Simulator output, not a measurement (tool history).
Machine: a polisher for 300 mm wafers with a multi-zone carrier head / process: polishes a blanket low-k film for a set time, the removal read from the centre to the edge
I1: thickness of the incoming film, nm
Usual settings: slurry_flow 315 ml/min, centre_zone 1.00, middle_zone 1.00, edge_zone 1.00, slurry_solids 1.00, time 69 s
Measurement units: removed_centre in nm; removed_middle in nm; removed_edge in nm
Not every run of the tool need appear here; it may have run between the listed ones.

run 1 hour=0.0 | slurry_flow=315 centre_zone=1.00 middle_zone=1.00 edge_zone=1.00 slurry_solids=1.00 time=69 | I1=764.8 | removed_centre=36.1 removed_middle=36.3 removed_edge=34.7
run 2 hour=14.9 | slurry_flow=315 centre_zone=1.00 middle_zone=1.00 edge_zone=1.00 slurry_solids=1.00 time=69 | I1=777.1 | removed_centre=35.5 removed_middle=36.3 removed_edge=34.7
-- hour=31.1 worn pad replaced by a new one
run 3 hour=38.6 | slurry_flow=315 centre_zone=0.93 middle_zone=1.00 edge_zone=1.00 slurry_solids=1.00 time=69 | I1=768.8 | removed_centre=35.9 removed_middle=39.5 removed_edge=38.0
run 4 hour=61.1 | slurry_flow=315 centre_zone=0.93 middle_zone=1.00 edge_zone=1.00 slurry_solids=1.00 time=69 | I1=779.7 | removed_centre=34.9 removed_middle=38.3 removed_edge=36.9
run 5 hour=89.6 | slurry_flow=315 centre_zone=0.93 middle_zone=1.00 edge_zone=1.00 slurry_solids=1.00 time=69 | I1=789.5 | removed_centre=34.2 removed_middle=37.4 removed_edge=36.2
run 6 hour=124.5 | slurry_flow=315 centre_zone=1.00 middle_zone=1.00 edge_zone=1.00 slurry_solids=0.80 time=69 | I1=774.0 | removed_centre=32.9 removed_middle=32.9 removed_edge=31.9
-- hour=129.0 centre zone pressure recalibrated
run 7 hour=157.9 | slurry_flow=315 centre_zone=1.00 middle_zone=1.00 edge_zone=1.00 slurry_solids=1.00 time=69 | I1=776.8 | removed_centre=35.9 removed_middle=36.5 removed_edge=34.9
run 8 hour=189.9 | slurry_flow=315 centre_zone=1.00 middle_zone=1.00 edge_zone=1.11 slurry_solids=1.00 time=59 | I1=767.9 | removed_centre=30.1 removed_middle=31.3 removed_edge=30.7
-- hour=194.5 slurry nozzle cleaned
-- hour=214.8 worn pad replaced by a new one
run 9 hour=221.2 | slurry_flow=220 centre_zone=1.00 middle_zone=0.93 edge_zone=1.00 slurry_solids=1.15 time=85 | I1=780.5 | removed_centre=49.0 removed_middle=47.1 removed_edge=48.9
run 10 hour=253.2 | slurry_flow=315 centre_zone=1.00 middle_zone=1.00 edge_zone=1.00 slurry_solids=1.00 time=69 | I1=785.1 | removed_centre=37.2 removed_middle=37.6 removed_edge=37.0
run 11 hour=276.7 | slurry_flow=315 centre_zone=0.94 middle_zone=1.04 edge_zone=1.00 slurry_solids=1.00 time=58 | I1=784.7 | removed_centre=28.4 removed_middle=31.7 removed_edge=29.9

Estimate the outcome of run 12 from the log above:
-- hour=281.7 carrier head's membrane replaced by a new one, of another model than before
run 12 hour=312.0 | slurry_flow=315 centre_zone=1.00 middle_zone=0.94 edge_zone=1.00 slurry_solids=0.90 time=69 | I1=786.7 | removed_centre=? removed_middle=? removed_edge=?

{"run 12": {"removed_centre": 34.3, "removed_middle": 31.5, "removed_edge": 33.9}}
If the tool had no hidden condition, the same run with the same run-to-run variation would have returned removed_centre 38.6 nm, removed_middle 35.5 nm, removed_edge 38.2 nm.
